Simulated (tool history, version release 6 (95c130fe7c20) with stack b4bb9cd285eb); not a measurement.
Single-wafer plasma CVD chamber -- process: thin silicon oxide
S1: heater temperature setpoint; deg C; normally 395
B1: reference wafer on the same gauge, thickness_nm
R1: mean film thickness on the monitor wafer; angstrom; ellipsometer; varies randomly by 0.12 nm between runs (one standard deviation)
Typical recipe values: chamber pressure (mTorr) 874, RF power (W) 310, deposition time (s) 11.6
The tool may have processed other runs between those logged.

Run 1, hour 0: usual settings; B1 28.024. Result: R1 241.2 angstrom.
Run 2, hour 61: usual settings; B1 28.011. Result: R1 239.7 angstrom.
Run 3, hour 116.6: usual settings; B1 28.004. Result: R1 239.79 angstrom.
Run 4, hour 183.3: usual settings; B1 28.016. Result: R1 237.08 angstrom.
Run 5, hour 234.7: usual settings; B1 28.02. Result: R1 237.23 angstrom.
Run 6, hour 308.5: usual settings; B1 28.034. Result: R1 233.85 angstrom.
Run 7, hour 375.6: usual settings but deposition time (s) 10.3; B1 28.021. Result: R1 206.98 angstrom.
Run 8, hour 453.3: usual settings; B1 28.02. Result: R1 233.08 angstrom.
Run 9, hour 552.8: usual settings; B1 28.027. Result: R1 231.31 angstrom.
Run 10, hour 645.1: usual settings; B1 28.033. Result: R1 232.98 angstrom.
At hour 739.1: showerhead replaced.
Run 11, hour 747.2: usual settings but deposition time (s) 12.6; B1 28.007. Result: R1 250.75 angstrom.
Run 12, hour 800.3: usual settings but chamber pressure (mTorr) 693, RF power (W) 350, deposition time (s) 10.4; B1 27.99. Result: R1 164.99 angstrom.
At hour 818.6: gauge calibrated.
At hour 855.1: thermocouple changed; heater temperature recalibrated.
Run 13, hour 874: usual settings but chamber pressure (mTorr) 1076; B1 27.956. Result: R1 276.18 angstrom.
At hour 931.6: capacitance manometer re-zeroed and calibrated.
Run 14, hour 960.4: usual settings but chamber pressure (mTorr) 700, RF power (W) 250, deposition time (s) 10.9; B1 28.017. Result: R1 159.02 angstrom.
Run 15, hour 1049: usual settings but chamber pressure (mTorr) 751; B1 28.024. Result: R1 202.59 angstrom.
Run 16, hour 1110.6: usual settings but chamber pressure (mTorr) 769, RF power (W) 280; B1 28.047. Result: R1 194.53 angstrom.
At hour 1190.2: RF generator calibrated.
Run 17, hour 1200.8: usual settings but RF power (W) 290; B1 28.007. Result: R1 231.09 angstrom.
Run 18, hour 1288.3: usual settings but chamber pressure (mTorr) 1013, RF power (W) 365; B1 28.022. Result: R1 291.46 angstrom.
Run 19, hour 1351.7: usual settings; B1 27.993. Result: R1 236.8 angstrom.
Run 20, hour 1389.3: usual settings but S1 385 deg C, chamber pressure (mTorr) 704, RF power (W) 265, deposition time (s) 10.6; B1 28.027. Result: R1 158.59 angstrom.
Run 21, hour 1459: usual settings but chamber pressure (mTorr) 757; B1 27.964. Result: R1 200.76 angstrom.
Run 22, hour 1552.6: usual settings but S1 387 deg C, RF power (W) 360, deposition time (s) 13.2; B1 28.015. Result: R1 287.99 angstrom.
Run 23, hour 1619.7: usual settings; B1 28.034. Result: R1 234.52 angstrom.
Run 24, hour 1712.1: usual settings; B1 27.999. Result: R1 235.41 angstrom.
Run 25, hour 1769.3: usual settings but S1 391 deg C, RF power (W) 370; B1 27.967. Result: R1 252.01 angstrom.
Run 26, hour 1876.4: usual settings but S1 387 deg C, chamber pressure (mTorr) 934, RF power (W) 265, deposition time (s) 10.9; B1 28. Result: R1 217.82 angstrom.
Run 27, hour 1916.7: usual settings but deposition time (s) 9.3; B1 28.002. Result: R1 186.59 angstrom.
Run 28, hour 1961.9: usual settings but chamber pressure (mTorr) 1029; B1 28.017. Result: R1 269.61 angstrom.

Alternative continuations, all from the tool just after run 28; predict every row:
Run A, hour 1962.3: usual settings but chamber pressure (mTorr) 718; B1 ?. Result: R1 ?.
Run B, hour 1962.3: usual settings but chamber pressure (mTorr) 1005; B1 ?. Result: R1 ?.
Run C, hour 1962.3: usual settings but S1 389 deg C, RF power (W) 255, deposition time (s) 9.4; B1 ?. Result: R1 ?.
Run D, hour 1962.3: usual settings but S1 402 deg C; B1 ?. Result: R1 ?.

run      B1      R1
  A  27.981  184.99
  B  27.981  266.12
  C  27.981  174.23
  D  27.981  231.54
With no hidden state in the tool, these same runs would have given:
run      R1
  A  196.95
  B  277.61
  C  183.49
  D  243.68
